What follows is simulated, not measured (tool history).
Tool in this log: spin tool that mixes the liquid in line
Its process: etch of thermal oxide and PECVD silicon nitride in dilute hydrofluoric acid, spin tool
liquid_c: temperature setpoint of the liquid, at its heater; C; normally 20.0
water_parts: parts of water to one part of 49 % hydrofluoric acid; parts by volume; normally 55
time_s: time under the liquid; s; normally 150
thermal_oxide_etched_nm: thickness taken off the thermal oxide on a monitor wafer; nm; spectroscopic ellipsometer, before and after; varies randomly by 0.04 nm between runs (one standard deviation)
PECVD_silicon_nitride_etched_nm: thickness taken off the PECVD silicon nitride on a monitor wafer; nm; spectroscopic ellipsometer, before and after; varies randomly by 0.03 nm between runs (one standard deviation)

run    hour  liquid_c  water_parts  time_s  wafers since the last listed run  hours since the thermometer was replaced  hours since the hydrofluoric acid flow meter was replaced  hours since the gauge calibration  read-back film thickness of the thermal oxide reference wafer, read on the same gauge (nm)  read-back film thickness of the PECVD silicon nitride reference wafer, read on the same gauge (nm)  thermal_oxide_etched_nm  PECVD_silicon_nitride_etched_nm
  1     0.0      17.0           55     150                                 0                                    1778.4                                                      988.9                             1164.8                                                                                       40.01                                                                                             129.987                    11.07                            3.080
  2    53.3      20.0           55     100                               532                                    1831.7                                                     1042.2                             1218.1                                                                                       40.00                                                                                             130.025                     8.41                            2.486
  3   129.4      20.0           55     150                               760                                    1907.8                                                     1118.3                             1294.2                                                                                       40.01                                                                                             130.011                    12.62                            3.761
  4   209.2      20.0           55     150                               797                                    1987.6                                                     1198.1                             1374.0                                                                                       40.00                                                                                             130.045                    12.60                            3.747
  5   253.7      17.5           55     150                               444                                    2032.1                                                     1242.6                             1418.5                                                                                       40.00                                                                                             130.040                    11.38                            3.151
      531.3  -- gauge calibrated
  6   575.5      17.5           55     150                              3214                                    2353.9                                                     1564.4                               44.2                                                                                       40.01                                                                                             130.015                    11.37                            3.163
  7   634.1      20.0           55     150                               585                                    2412.5                                                     1623.0                              102.8                                                                                       40.01                                                                                             130.029                    12.74                            3.769
      720.0  -- hydrofluoric acid flow meter replaced
  8   726.5      20.0           35     150                               912                                    2504.9                                                        6.5                              195.2                                                                                       39.99                                                                                             130.010                    20.86                            5.969
  9   822.6      18.5           80     150                               959                                    2601.0                                                      102.6                              291.3                                                                                       40.01                                                                                             129.993                     8.10                            2.386
      839.3  -- thermometer replaced
 10   887.9      17.0           30     150                               642                                      48.6                                                      167.9                              356.6                                                                                       40.01                                                                                             130.008                    21.46                            5.528
 11   942.3      23.0           30      60                               543                                     103.0                                                      222.3                              411.0                                                                                       39.97                                                                                             129.983                    11.09                            3.367
 12  1041.2      22.5           55      70                               987                                     201.9                                                      321.2                              509.9                                                                                       40.01                                                                                             129.992                     6.68                            2.123
     1045.4  -- hydrofluoric acid flow meter replaced, repeated, since the last time left the tool worse
 13  1079.3      20.0           55     150                               370                                     240.0                                                       33.9                              548.0                                                                                       40.01                                                                                             129.986                    12.47                            3.775
 14  1126.1      20.0           55     150                               467                                     286.8                                                       80.7                              594.8                                                                                       40.00                                                                                             130.008                    12.46                            3.751
 15  1216.5      18.5           80     150                               902                                     377.2                                                      171.1                              685.2                                                                                       39.99                                                                                             129.992                     7.87                            2.335
 16  1302.6      18.0           80     210                               859                                     463.3                                                      257.2                              771.3                                                                                       40.03                                                                                             129.968                    10.81                            3.139

Measured less the same run without the tool's hidden state. The same run-to-run variation is in both; the gauge's scatter may not be:
Hidden conditions of the tool in this case: liquid hotter than its thermometer reads (K); hydrofluoric acid flow above the setpoint (%); gauge reads high (%).
run  thermal_oxide_etched_nm  PECVD_silicon_nitride_etched_nm
  1                    +0.17                           +0.044
  2                    +0.13                           +0.037
  3                    +0.21                           +0.058
  4                    +0.22                           +0.062
  5                    +0.21                           +0.054
  6                    +0.26                           +0.064
  7                    +0.30                           +0.080
  8                    +0.71                           +0.188
  9                    +0.30                           +0.078
 10                    +0.76                           +0.182
 11                    +0.41                           +0.114
 12                    +0.26                           +0.075
 13                    +0.06                           +0.019
 14                    +0.08                           +0.021
 15                    +0.06                           +0.015
 16                    +0.09                           +0.024
